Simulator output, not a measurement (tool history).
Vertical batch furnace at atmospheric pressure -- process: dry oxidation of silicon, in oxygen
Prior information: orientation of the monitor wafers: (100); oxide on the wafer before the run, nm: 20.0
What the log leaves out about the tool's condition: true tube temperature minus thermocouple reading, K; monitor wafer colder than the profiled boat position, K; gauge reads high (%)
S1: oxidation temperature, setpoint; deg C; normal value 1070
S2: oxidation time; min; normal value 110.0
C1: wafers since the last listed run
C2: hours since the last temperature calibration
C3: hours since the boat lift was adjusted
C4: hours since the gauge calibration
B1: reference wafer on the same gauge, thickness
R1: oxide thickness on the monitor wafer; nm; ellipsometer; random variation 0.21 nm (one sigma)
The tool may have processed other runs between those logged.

run   hour    S1     S2   C1      C2      C3     C4      B1      R1
  1    0.0  1083   66.0    0  2617.7  2008.8   88.1  145.38  114.10
  2   16.8  1083   66.0  141  2634.5  2025.6  104.9  145.52  114.02
  3   29.1  1083   66.0  103  2646.8  2037.9  117.2  145.61  113.92
  4   48.0  1070  110.0  159  2665.7  2056.8  136.1  145.69  141.64
  5   54.7  1070  110.0   56  2672.4  2063.5  142.8  145.70  141.71
      85.5  -- boat lift adjusted
     108.7  -- thermocouples replaced and temperature profile calibrated
  6  109.2  1070  110.0   61     0.5    23.7  197.3  146.07  142.27
  7  114.0  1070  110.0   40     5.3    28.5  202.1  146.07  142.66
  8  118.8  1048  165.0   40    10.1    33.3  206.9  146.08  156.14
  9  123.6  1061   65.0   40    14.9    38.1  211.7  146.16   97.12
 10  128.4  1062  133.0   40    19.7    42.9  216.5  146.14  151.06
     132.1  -- gauge calibrated
 11  144.2  1059  158.5  133    35.5    58.7   12.1  144.98  163.75
 12  153.8  1052   93.5   80    45.1    68.3   21.7  145.02  112.46
 13  171.9  1089  110.0  152    63.2    86.4   39.8  145.14  161.69
 14  179.3  1070  110.0   62    70.6    93.8   47.2  145.16  141.68

Entry by entry between the runs, the difference in hidden state between the last listed run before and the first listed run after:
After run 5, before run 6: boat lift adjusted (hour 85.5); thermocouples replaced and temperature profile calibrated (hour 108.7)
  gauge reads high (%): 0.504 -> 0.722
  the result without the hidden state subtracted from the measured one, R1: +0.71 -> +1.02 nm
After run 10, before run 11: gauge calibrated (hour 132.1)
  gauge reads high (%): 0.799 -> -0.031
  the result without the hidden state subtracted from the measured one, R1: +1.19 -> -0.05 nm
